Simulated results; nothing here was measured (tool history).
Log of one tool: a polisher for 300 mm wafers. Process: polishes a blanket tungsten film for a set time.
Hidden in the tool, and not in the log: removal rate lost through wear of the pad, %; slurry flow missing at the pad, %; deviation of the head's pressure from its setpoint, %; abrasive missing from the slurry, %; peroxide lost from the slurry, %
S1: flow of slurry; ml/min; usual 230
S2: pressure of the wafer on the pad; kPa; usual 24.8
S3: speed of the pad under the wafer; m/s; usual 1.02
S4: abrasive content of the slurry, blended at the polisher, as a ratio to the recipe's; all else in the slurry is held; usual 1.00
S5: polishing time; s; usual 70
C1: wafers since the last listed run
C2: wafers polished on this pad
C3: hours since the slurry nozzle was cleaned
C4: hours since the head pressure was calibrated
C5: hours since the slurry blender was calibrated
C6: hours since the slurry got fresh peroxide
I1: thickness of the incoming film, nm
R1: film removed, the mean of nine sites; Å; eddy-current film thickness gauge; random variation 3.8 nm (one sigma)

Run 1, hour 0.0: usual settings but S5 75 s; C1 0; C2 306; C3 429.4; C4 1186.1; C5 283.8; C6 22.3; I1 1508.3. Result: R1 2981 Å.
At hour 17.7: head pressure recalibrated.
Run 2, hour 23.0: usual settings; C1 123; C2 429; C3 452.4; C4 5.3; C5 306.8; C6 45.3; I1 1563.4. Result: R1 3182 Å.
Run 3, hour 46.9: usual settings; C1 140; C2 570; C3 476.3; C4 29.2; C5 330.7; C6 69.2; I1 1558.3. Result: R1 3063 Å.
Run 4, hour 63.2: usual settings but S2 26.9 kPa; C1 95; C2 666; C3 492.6; C4 45.5; C5 347.0; C6 85.5; I1 1545.9. Result: R1 3233 Å.
At hour 79.4: slurry blender recalibrated.
Run 5, hour 87.0: usual settings but S2 26.9 kPa; C1 128; C2 794; C3 516.4; C4 69.3; C5 7.6; C6 109.3; I1 1571.4. Result: R1 3251 Å.
Run 6, hour 116.2: usual settings but S1 155 ml/min, S2 18.6 kPa, S3 1.30 m/s; C1 171; C2 966; C3 545.6; C4 98.5; C5 36.8; C6 138.5; I1 1546.2. Result: R1 3043 Å.
Run 7, hour 131.7: usual settings but S1 160 ml/min, S2 17.2 kPa, S3 0.88 m/s; C1 91; C2 1057; C3 561.1; C4 114.0; C5 52.3; C6 154.0; I1 1538.3. Result: R1 2073 Å.
Run 8, hour 145.9: usual settings but S5 64 s; C1 83; C2 1141; C3 575.3; C4 128.2; C5 66.5; C6 168.2; I1 1542.0. Result: R1 2814 Å.
At hour 167.9: worn pad replaced by a new one.
Run 9, hour 180.8: usual settings but S2 18.6 kPa, S3 0.88 m/s; C1 181; C2 75; C3 610.2; C4 163.1; C5 101.4; C6 203.1; I1 1539.8. Result: R1 2278 Å.
At hour 189.1: slurry tank refilled with fresh slurry and peroxide.
Run 10, hour 194.0: usual settings but S1 265 ml/min, S2 19.3 kPa, S4 0.70, S5 86 s; C1 71; C2 147; C3 623.4; C4 176.3; C5 114.6; C6 4.9; I1 1551.3. Result: R1 3076 Å.
Run 11, hour 217.5: usual settings but S3 0.90 m/s, S4 0.80, S5 80 s; C1 138; C2 285; C3 646.9; C4 199.8; C5 138.1; C6 28.4; I1 1541.1. Result: R1 2982 Å.
At hour 262.2: slurry nozzle cleaned.
Run 12, hour 318.4: usual settings; C1 587; C2 873; C3 56.2; C4 300.7; C5 239.0; C6 129.3; I1 1547.7. Result: R1 3030 Å.
Run 13, hour 352.5: usual settings but S4 1.20; C1 200; C2 1074; C3 90.3; C4 334.8; C5 273.1; C6 163.4; I1 1555.7. Result: R1 3150 Å.
At hour 381.2: slurry tank refilled with fresh slurry and peroxide.
Run 14, hour 381.7: usual settings but S4 1.25; C1 165; C2 1240; C3 119.5; C4 364.0; C5 302.3; C6 0.5; I1 1544.8. Result: R1 3123 Å.
At hour 398.9: worn pad replaced by a new one.
Run 15, hour 399.4: usual settings but S3 0.74 m/s, S5 47 s; C1 80; C2 2; C3 137.2; C4 381.7; C5 320.0; C6 18.2; I1 1552.3. Result: R1 1526 Å.
At hour 410.9: slurry blender recalibrated.
Run 16, hour 420.7: usual settings but S1 155 ml/min, S4 1.10; C1 113; C2 116; C3 158.5; C4 403.0; C5 9.8; C6 39.5; I1 1513.4. Result: R1 2894 Å.
Run 17, hour 445.5: usual settings; C1 145; C2 262; C3 183.3; C4 427.8; C5 34.6; C6 64.3; I1 1512.6. Result: R1 3015 Å.
Run 18, hour 464.0: usual settings but S1 205 ml/min, S3 0.82 m/s, S5 89 s; C1 108; C2 371; C3 201.8; C4 446.3; C5 53.1; C6 82.8; I1 1538.6. Result: R1 3197 Å.
Run 19, hour 499.0: usual settings but S2 31.0 kPa, S5 85 s; C1 205; C2 577; C3 236.8; C4 481.3; C5 88.1; C6 117.8; I1 1548.1. Result: R1 4271 Å.
Run 20, hour 522.7: usual settings but S1 200 ml/min, S2 29.6 kPa, S4 1.25; C1 139; C2 716; C3 260.5; C4 505.0; C5 111.8; C6 141.5; I1 1565.7. Result: R1 3433 Å.
Run 21, hour 538.2: usual settings but S3 0.76 m/s, S5 88 s; C1 91; C2 807; C3 276.0; C4 520.5; C5 127.3; C6 157.0; I1 1524.3. Result: R1 2952 Å.
Run 22, hour 568.1: usual settings but S5 55 s; C1 175; C2 983; C3 305.9; C4 550.4; C5 157.2; C6 186.9; I1 1551.9. Result: R1 2311 Å.
Run 23, hour 588.3: usual settings but S1 290 ml/min, S4 0.80, S5 81 s; C1 118; C2 1102; C3 326.1; C4 570.6; C5 177.4; C6 207.1; I1 1554.9. Result: R1 3362 Å.
At hour 600.6: worn pad replaced by a new one.
At hour 603.3: slurry tank refilled with fresh slurry and peroxide.
Run 24, hour 622.3: usual settings but S2 18.6 kPa, S4 0.85; C1 170; C2 122; C3 360.1; C4 604.6; C5 211.4; C6 19.0; I1 1536.7. Result: R1 2453 Å.
Run 25, hour 652.0: usual settings; C1 174; C2 296; C3 389.8; C4 634.3; C5 241.1; C6 48.7; I1 1509.5. Result: R1 2947 Å.
Run 26, hour 682.4: usual settings; C1 178; C2 475; C3 420.2; C4 664.7; C5 271.5; C6 79.1; I1 1535.0. Result: R1 2955 Å.
Run 27, hour 699.5: usual settings but S5 92 s; C1 100; C2 576; C3 437.3; C4 681.8; C5 288.6; C6 96.2; I1 1546.9. Result: R1 3918 Å.

Measured less the same run without the tool's hidden state. The same run-to-run variation is in both; the gauge's scatter may not be:
run    R1
  1  -228
  2   +45
  3   +39
  4   +38
  5   +34
  6   +27
  7   +16
  8   +19
  9   +11
 10   +13
 11    +8
 12   -10
 13   -18
 14   -23
 15   -13
 16   -28
 17   -33
 18   -39
 19   -62
 20   -55
 21   -50
 22   -43
 23   -67
 24   -55
 25   -71
 26   -77
 27  -107
